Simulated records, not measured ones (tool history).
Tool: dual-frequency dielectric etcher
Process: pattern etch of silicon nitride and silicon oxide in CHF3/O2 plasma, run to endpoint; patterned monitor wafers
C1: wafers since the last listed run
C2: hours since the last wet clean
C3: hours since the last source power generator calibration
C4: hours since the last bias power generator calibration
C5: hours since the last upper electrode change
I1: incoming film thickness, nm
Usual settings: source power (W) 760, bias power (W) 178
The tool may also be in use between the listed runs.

run 1 hour=0 | source_power_(W)=760 bias_power_(W)=178 | C1=0 C2=392 C3=2375.7 C4=4596.2 C5=4939.3 | I1=246 | endpoint_time_(s)=137.7
run 2 hour=17.3 | source_power_(W)=760 bias_power_(W)=178 | C1=70 C2=409.3 C3=2393 C4=4613.5 C5=4956.6 | I1=242.2 | endpoint_time_(s)=133.8
run 3 hour=29.6 | source_power_(W)=820 bias_power_(W)=178 | C1=50 C2=421.6 C3=2405.3 C4=4625.8 C5=4968.9 | I1=248.7 | endpoint_time_(s)=135.6
run 4 hour=44.7 | source_power_(W)=760 bias_power_(W)=178 | C1=61 C2=436.7 C3=2420.4 C4=4640.9 C5=4984 | I1=242.3 | endpoint_time_(s)=133.8
run 5 hour=61.4 | source_power_(W)=760 bias_power_(W)=178 | C1=68 C2=453.4 C3=2437.1 C4=4657.6 C5=5000.7 | I1=243.2 | endpoint_time_(s)=136.6
run 6 hour=83.9 | source_power_(W)=760 bias_power_(W)=178 | C1=91 C2=475.9 C3=2459.6 C4=4680.1 C5=5023.2 | I1=244.7 | endpoint_time_(s)=137.2
run 7 hour=97.4 | source_power_(W)=760 bias_power_(W)=178 | C1=54 C2=489.4 C3=2473.1 C4=4693.6 C5=5036.7 | I1=243.2 | endpoint_time_(s)=136.2
run 8 hour=113.8 | source_power_(W)=760 bias_power_(W)=178 | C1=66 C2=505.8 C3=2489.5 C4=4710 C5=5053.1 | I1=247.4 | endpoint_time_(s)=138
run 9 hour=143.2 | source_power_(W)=760 bias_power_(W)=178 | C1=119 C2=535.2 C3=2518.9 C4=4739.4 C5=5082.5 | I1=245 | endpoint_time_(s)=135.9
run 10 hour=170.7 | source_power_(W)=760 bias_power_(W)=178 | C1=111 C2=562.7 C3=2546.4 C4=4766.9 C5=5110 | I1=244.3 | endpoint_time_(s)=136.1
-- hour=212.5 wet clean of the chamber
run 11 hour=213 | source_power_(W)=760 bias_power_(W)=178 | C1=74 C2=0.5 C3=2588.7 C4=4809.2 C5=5152.3 | I1=241 | endpoint_time_(s)=148.7
run 12 hour=217.3 | source_power_(W)=910 bias_power_(W)=178 | C1=17 C2=4.8 C3=2593 C4=4813.5 C5=5156.6 | I1=245.8 | endpoint_time_(s)=138.7
-- hour=229 source power generator calibrated
run 13 hour=241.1 | source_power_(W)=670 bias_power_(W)=145 | C1=80 C2=28.6 C3=12.1 C4=4837.3 C5=5180.4 | I1=243.9 | endpoint_time_(s)=163.8
-- hour=271 upper electrode replaced
run 14 hour=271.5 | source_power_(W)=650 bias_power_(W)=156 | C1=26 C2=59 C3=42.5 C4=4867.7 C5=0.5 | I1=244 | endpoint_time_(s)=164.6
run 15 hour=288.3 | source_power_(W)=910 bias_power_(W)=215 | C1=68 C2=75.8 C3=59.3 C4=4884.5 C5=17.3 | I1=243.6 | endpoint_time_(s)=134.3
-- hour=324.6 wet clean of the chamber, repeated, since the last time left the tool worse
run 16 hour=390.9 | source_power_(W)=760 bias_power_(W)=216 | C1=320 C2=66.3 C3=161.9 C4=4987.1 C5=119.9 | I1=244.1 | endpoint_time_(s)=134.9
run 17 hour=412.4 | source_power_(W)=640 bias_power_(W)=178 | C1=87 C2=87.8 C3=183.4 C4=5008.6 C5=141.4 | I1=243.4 | endpoint_time_(s)=149.4
run 18 hour=442.8 | source_power_(W)=840 bias_power_(W)=191 | C1=123 C2=118.2 C3=213.8 C4=5039 C5=171.8 | I1=244.5 | endpoint_time_(s)=131.1
-- hour=457.4 bias power generator calibrated
run 19 hour=475.6 | source_power_(W)=760 bias_power_(W)=178 | C1=117 C2=151 C3=246.6 C4=18.2 C5=204.6 | I1=242 | endpoint_time_(s)=139.9
run 20 hour=567.7 | source_power_(W)=760 bias_power_(W)=145 | C1=375 C2=243.1 C3=338.7 C4=110.3 C5=296.7 | I1=246.9 | endpoint_time_(s)=145.7
run 21 hour=584.9 | source_power_(W)=760 bias_power_(W)=218 | C1=70 C2=260.3 C3=355.9 C4=127.5 C5=313.9 | I1=244.4 | endpoint_time_(s)=132
run 22 hour=610.8 | source_power_(W)=760 bias_power_(W)=178 | C1=105 C2=286.2 C3=381.8 C4=153.4 C5=339.8 | I1=245.9 | endpoint_time_(s)=140.1

Forecast each of these 4 alternatives for the next run:
run A hour=611.3 | source_power_(W)=680 bias_power_(W)=178 | C1=2 C2=286.7 C3=382.3 C4=153.9 C5=340.3 | I1=243.8 | endpoint_time_(s)=?
run B hour=611.3 | source_power_(W)=660 bias_power_(W)=137 | C1=2 C2=286.7 C3=382.3 C4=153.9 C5=340.3 | I1=243.8 | endpoint_time_(s)=?
run C hour=611.3 | source_power_(W)=710 bias_power_(W)=193 | C1=2 C2=286.7 C3=382.3 C4=153.9 C5=340.3 | I1=243.8 | endpoint_time_(s)=?
run D hour=611.3 | source_power_(W)=620 bias_power_(W)=201 | C1=2 C2=286.7 C3=382.3 C4=153.9 C5=340.3 | I1=243.8 | endpoint_time_(s)=?

run=A endpoint_time_(s)=143.8
run=B endpoint_time_(s)=154.1
run=C endpoint_time_(s)=138.6
run=D endpoint_time_(s)=144.9
Without the tool's hidden state the same runs would have given:
run=A endpoint_time_(s)=145.8
run=B endpoint_time_(s)=156.3
run=C endpoint_time_(s)=140.6
run=D endpoint_time_(s)=147
